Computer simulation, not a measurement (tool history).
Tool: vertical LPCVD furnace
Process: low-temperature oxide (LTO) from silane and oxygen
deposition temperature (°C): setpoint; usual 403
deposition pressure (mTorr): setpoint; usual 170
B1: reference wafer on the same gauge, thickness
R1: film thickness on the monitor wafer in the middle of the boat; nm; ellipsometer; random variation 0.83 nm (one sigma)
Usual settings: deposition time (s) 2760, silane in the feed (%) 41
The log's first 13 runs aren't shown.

run 14 day=40.171 | deposition_temperature_(°C)=403 deposition_pressure_(mTorr)=170 deposition_time_(s)=2760 silane_in_the_feed_(%)=41 | B1=268.75 | R1=346.86
run 15 day=43.5 | deposition_temperature_(°C)=403 deposition_pressure_(mTorr)=170 deposition_time_(s)=2760 silane_in_the_feed_(%)=41 | B1=268.98 | R1=347.38
run 16 day=47.233 | deposition_temperature_(°C)=403 deposition_pressure_(mTorr)=170 deposition_time_(s)=2760 silane_in_the_feed_(%)=41 | B1=268.99 | R1=347.62
run 17 day=51.467 | deposition_temperature_(°C)=396 deposition_pressure_(mTorr)=170 deposition_time_(s)=2760 silane_in_the_feed_(%)=38 | B1=268.99 | R1=296.04
-- day=57.788 silane flow controller replaced
-- day=60.896 thermocouples replaced and temperature profile calibrated
run 18 day=62.733 | deposition_temperature_(°C)=394 deposition_pressure_(mTorr)=170 deposition_time_(s)=2760 silane_in_the_feed_(%)=41 | B1=268.85 | R1=303.68
run 19 day=65.117 | deposition_temperature_(°C)=394 deposition_pressure_(mTorr)=170 deposition_time_(s)=1710 silane_in_the_feed_(%)=44 | B1=269.17 | R1=203.62
run 20 day=68.758 | deposition_temperature_(°C)=412 deposition_pressure_(mTorr)=195 deposition_time_(s)=2760 silane_in_the_feed_(%)=41 | B1=268.93 | R1=424.58
run 21 day=71.592 | deposition_temperature_(°C)=403 deposition_pressure_(mTorr)=170 deposition_time_(s)=2760 silane_in_the_feed_(%)=46 | B1=268.99 | R1=379.67
run 22 day=73.712 | deposition_temperature_(°C)=392 deposition_pressure_(mTorr)=195 deposition_time_(s)=2760 silane_in_the_feed_(%)=35 | B1=268.95 | R1=277.29
-- day=75.833 gauge calibrated
run 23 day=82.138 | deposition_temperature_(°C)=413 deposition_pressure_(mTorr)=140 deposition_time_(s)=2760 silane_in_the_feed_(%)=41 | B1=269.16 | R1=307.18
run 24 day=85.504 | deposition_temperature_(°C)=403 deposition_pressure_(mTorr)=170 deposition_time_(s)=3630 silane_in_the_feed_(%)=36 | B1=268.95 | R1=375.93
run 25 day=87.767 | deposition_temperature_(°C)=403 deposition_pressure_(mTorr)=170 deposition_time_(s)=3630 silane_in_the_feed_(%)=36 | B1=268.99 | R1=375.4
run 26 day=90.883 | deposition_temperature_(°C)=403 deposition_pressure_(mTorr)=170 deposition_time_(s)=2760 silane_in_the_feed_(%)=41 | B1=268.91 | R1=335.6
run 27 day=92.825 | deposition_temperature_(°C)=403 deposition_pressure_(mTorr)=170 deposition_time_(s)=3840 silane_in_the_feed_(%)=41 | B1=268.88 | R1=467.24
run 28 day=96.254 | deposition_temperature_(°C)=398 deposition_pressure_(mTorr)=160 deposition_time_(s)=3180 silane_in_the_feed_(%)=38 | B1=268.86 | R1=314.93
run 29 day=99.025 | deposition_temperature_(°C)=399 deposition_pressure_(mTorr)=150 deposition_time_(s)=3780 silane_in_the_feed_(%)=47 | B1=268.98 | R1=448.25
run 30 day=103.362 | deposition_temperature_(°C)=399 deposition_pressure_(mTorr)=170 deposition_time_(s)=2760 silane_in_the_feed_(%)=39 | B1=269.12 | R1=303.92
run 31 day=105.375 | deposition_temperature_(°C)=403 deposition_pressure_(mTorr)=150 deposition_time_(s)=1650 silane_in_the_feed_(%)=49 | B1=268.83 | R1=211.59

4 ways to go on from here, each from the tool as it stands after run 31. What would each give?
run A day=105.529 | deposition_temperature_(°C)=409 deposition_pressure_(mTorr)=170 deposition_time_(s)=2760 silane_in_the_feed_(%)=41 | B1=? | R1=?
run B day=105.529 | deposition_temperature_(°C)=409 deposition_pressure_(mTorr)=170 deposition_time_(s)=3690 silane_in_the_feed_(%)=41 | B1=? | R1=?
run C day=105.529 | deposition_temperature_(°C)=407 deposition_pressure_(mTorr)=170 deposition_time_(s)=2760 silane_in_the_feed_(%)=41 | B1=? | R1=?
run D day=105.529 | deposition_temperature_(°C)=403 deposition_pressure_(mTorr)=195 deposition_time_(s)=2760 silane_in_the_feed_(%)=43 | B1=? | R1=?

run=A B1=269.24 R1=357.88
run=B B1=269.24 R1=478.47
run=C B1=269.24 R1=350.38
run=D B1=269.24 R1=405.93
Without the tool's hidden state the same runs would have given:
run=A R1=356.64
run=B R1=476.81
run=C R1=349.15
run=D R1=404.62
